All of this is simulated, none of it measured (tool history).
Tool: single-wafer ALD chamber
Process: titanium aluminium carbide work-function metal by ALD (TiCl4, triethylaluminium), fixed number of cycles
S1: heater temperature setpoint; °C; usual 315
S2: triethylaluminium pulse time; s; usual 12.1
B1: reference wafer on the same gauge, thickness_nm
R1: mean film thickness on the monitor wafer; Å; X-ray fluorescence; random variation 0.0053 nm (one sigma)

Run 1, hour 0: usual settings but S2 14.88 s; B1 2.24. Result: R1 20.78 Å.
Run 2, hour 61.5: usual settings but S2 14.88 s; B1 2.238. Result: R1 20.74 Å.
Run 3, hour 99: usual settings but S2 9.54 s; B1 2.24. Result: R1 20.15 Å.
Run 4, hour 194.9: usual settings; B1 2.241. Result: R1 20.42 Å.
Run 5, hour 246: usual settings; B1 2.24. Result: R1 20.34 Å.
Run 6, hour 336.4: usual settings; B1 2.238. Result: R1 20.34 Å.
Run 7, hour 403.3: usual settings; B1 2.237. Result: R1 20.28 Å.
Run 8, hour 451.7: usual settings; B1 2.239. Result: R1 20.32 Å.
Run 9, hour 515.9: usual settings; B1 2.24. Result: R1 20.29 Å.
At hour 555.3: triethylaluminium bottle replaced.
Run 10, hour 601.3: usual settings; B1 2.24. Result: R1 20.53 Å.
Run 11, hour 651.3: usual settings; B1 2.239. Result: R1 20.5 Å.
At hour 720.6: thermocouple changed; heater temperature recalibrated.
Run 12, hour 721.1: usual settings; B1 2.241. Result: R1 20.96 Å.
At hour 780.6: gauge calibrated.
Run 13, hour 821.1: usual settings; B1 2.241. Result: R1 20.82 Å.
Run 14, hour 865.9: usual settings; B1 2.24. Result: R1 20.81 Å.
Run 15, hour 915.9: usual settings but S1 310 °C, S2 14.2 s; B1 2.241. Result: R1 20.62 Å.
Run 16, hour 961.7: usual settings but S2 7.31 s; B1 2.24. Result: R1 19.98 Å.
At hour 1005.7: showerhead replaced.
Run 17, hour 1016.9: usual settings but S1 319 °C, S2 13.46 s; B1 2.239. Result: R1 21.11 Å.
Run 18, hour 1094.7: usual settings but S1 324 °C, S2 8.94 s; B1 2.241. Result: R1 20.95 Å.
Run 19, hour 1138.7: usual settings but S2 13.86 s; B1 2.239. Result: R1 20.88 Å.
Run 20, hour 1231: usual settings but S1 327 °C, S2 7.65 s; B1 2.239. Result: R1 20.76 Å.
Run 21, hour 1279.7: usual settings but S1 310 °C, S2 15.19 s; B1 2.24. Result: R1 20.61 Å.

Consider 4 possible next runs. They are alternatives, not a sequence: every one starts from the tool as it was left by run 21. What does each give?
Run A, hour 1280.1: usual settings; B1 ?. Result: R1 ?.
Run B, hour 1280.1: usual settings but S1 311 °C, S2 15.29 s; B1 ?. Result: R1 ?.
Run C, hour 1280.1: usual settings but S1 301 °C, S2 15.56 s; B1 ?. Result: R1 ?.
Run D, hour 1280.1: usual settings but S1 329 °C, S2 7.83 s; B1 ?. Result: R1 ?.

run    B1     R1
  A  2.24  20.53
  B  2.24  20.54
  C  2.24   19.8
  D  2.24   20.8
Without the tool's hidden state the same runs would have given:
run     R1
  A  20.95
  B   20.8
  C  20.05
  D  21.56
